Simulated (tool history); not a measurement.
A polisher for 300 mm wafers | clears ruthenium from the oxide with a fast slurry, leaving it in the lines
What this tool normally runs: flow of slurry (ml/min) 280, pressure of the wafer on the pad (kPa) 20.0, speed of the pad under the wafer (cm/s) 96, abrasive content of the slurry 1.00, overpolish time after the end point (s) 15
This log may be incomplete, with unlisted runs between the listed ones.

run	day	flow of slurry (ml/min)	pressure of the wafer on the pad (kPa)	speed of the pad under the wafer (cm/s)	abrasive content of the slurry	overpolish time after the end point (s)	wafers since the last listed run	wafers polished on this pad	hours since the slurry nozzle was cleaned	hours since the head pressure was calibrated	hours since the slurry blender was calibrated	incoming thickness of the incoming film, nm	time until the end point was called (s)	dishing of a wide line in a test structure (Å)
1	0.000	280	20.0	96	1.00	15	0	804	141.6	424.5	265.8	151.1	44.6	446
2	0.725	280	20.0	96	1.00	15	234	1039	159.0	441.9	283.2	151.0	45.5	436
3	1.325	280	20.0	96	1.00	15	194	1233	173.4	456.3	297.6	148.8	44.7	435
# day 1.858: worn pad replaced by a new one
4	1.879	280	20.0	96	1.00	15	125	6	186.7	469.6	310.9	148.8	42.5	471
5	2.288	280	22.1	108	1.00	15	132	138	196.5	479.4	320.7	147.9	36.1	522
6	2.746	280	22.1	108	1.00	15	148	286	207.5	490.4	331.7	151.0	37.5	527
7	3.383	280	20.0	80	1.00	10	206	492	222.8	505.7	347.0	151.3	48.8	294
8	3.712	280	20.0	96	1.00	15	106	599	230.7	513.6	354.9	148.5	42.9	476
9	4.033	280	20.0	96	1.00	15	103	703	238.4	521.3	362.6	148.0	42.1	490
# day 5.062: slurry blender recalibrated
10	5.221	195	20.0	96	0.90	15	357	1060	266.9	549.8	3.8	150.2	53.9	369
11	5.475	280	14.5	96	1.15	8	82	1142	273.0	555.9	9.9	150.2	50.3	223
12	5.954	220	20.0	96	1.00	15	154	1297	284.5	567.4	21.4	148.3	49.3	407
# day 6.288: head pressure recalibrated
# day 6.346: worn pad replaced by a new one
13	6.367	280	20.0	80	1.00	15	87	6	294.4	1.9	31.3	149.2	47.5	444
14	6.675	280	20.0	96	1.00	15	99	106	301.8	9.3	38.7	149.9	43.1	479
# day 7.012: slurry nozzle cleaned
15	7.829	280	17.2	96	1.15	15	359	466	19.6	37.0	66.4	149.9	43.1	462
16	8.546	215	20.0	96	1.00	15	231	698	36.8	54.2	83.6	151.4	46.8	448
17	8.800	280	20.0	96	1.00	15	82	780	42.9	60.3	89.7	152.2	44.8	464
18	10.075	280	20.0	96	1.00	15	412	1192	73.5	90.9	120.3	151.9	46.6	430
19	10.442	345	26.2	120	1.00	22	118	1311	82.3	99.7	129.1	149.0	32.9	835
20	11.108	340	20.0	96	0.75	12	215	1526	98.3	115.7	145.1	150.6	60.9	286
# day 11.333: worn pad replaced by a new one
21	11.792	200	20.0	78	1.15	8	167	148	114.7	132.1	161.5	147.9	46.9	233
22	12.104	200	20.0	126	1.20	15	101	249	122.2	139.6	169.0	148.7	35.2	575
23	12.725	280	13.8	124	0.80	7	200	450	137.1	154.5	183.9	150.2	53.7	187
24	13.083	280	20.0	96	1.00	15	115	566	145.7	163.1	192.5	152.9	44.3	473
25	13.750	280	13.8	96	1.00	20	215	781	161.7	179.1	208.5	150.8	54.4	477
26	14.033	280	20.0	96	1.00	20	91	873	168.5	185.9	215.3	150.3	44.5	587
27	14.725	280	20.0	96	1.00	15	223	1097	185.1	202.5	231.9	149.6	45.4	452
28	15.183	200	20.0	78	1.15	8	148	1245	196.1	213.5	242.9	152.0	52.3	218

What if the next run were any one of these 5? Each begins from the tool's condition after run 28:
A	15.200	280	20.0	96	1.00	15	5	1250	196.5	213.9	243.3	147.9	?	?
B	15.200	280	22.1	96	0.80	15	5	1250	196.5	213.9	243.3	147.9	?	?
C	15.200	280	20.0	82	1.00	9	5	1250	196.5	213.9	243.3	147.9	?	?
D	15.200	280	20.0	96	0.75	15	5	1250	196.5	213.9	243.3	147.9	?	?
E	15.200	280	20.0	96	1.00	22	5	1250	196.5	213.9	243.3	147.9	?	?

run	time until the end point was called (s)	dishing of a wide line in a test structure (Å)
A	45.5	444
B	51.1	399
C	49.9	252
D	57.7	356
E	45.5	628
Without the tool's unlogged condition, the same runs would have read:
run	time until the end point was called (s)	dishing of a wide line in a test structure (Å)
A	41.2	486
B	46.3	437
C	45.2	277
D	52.2	391
E	41.2	685
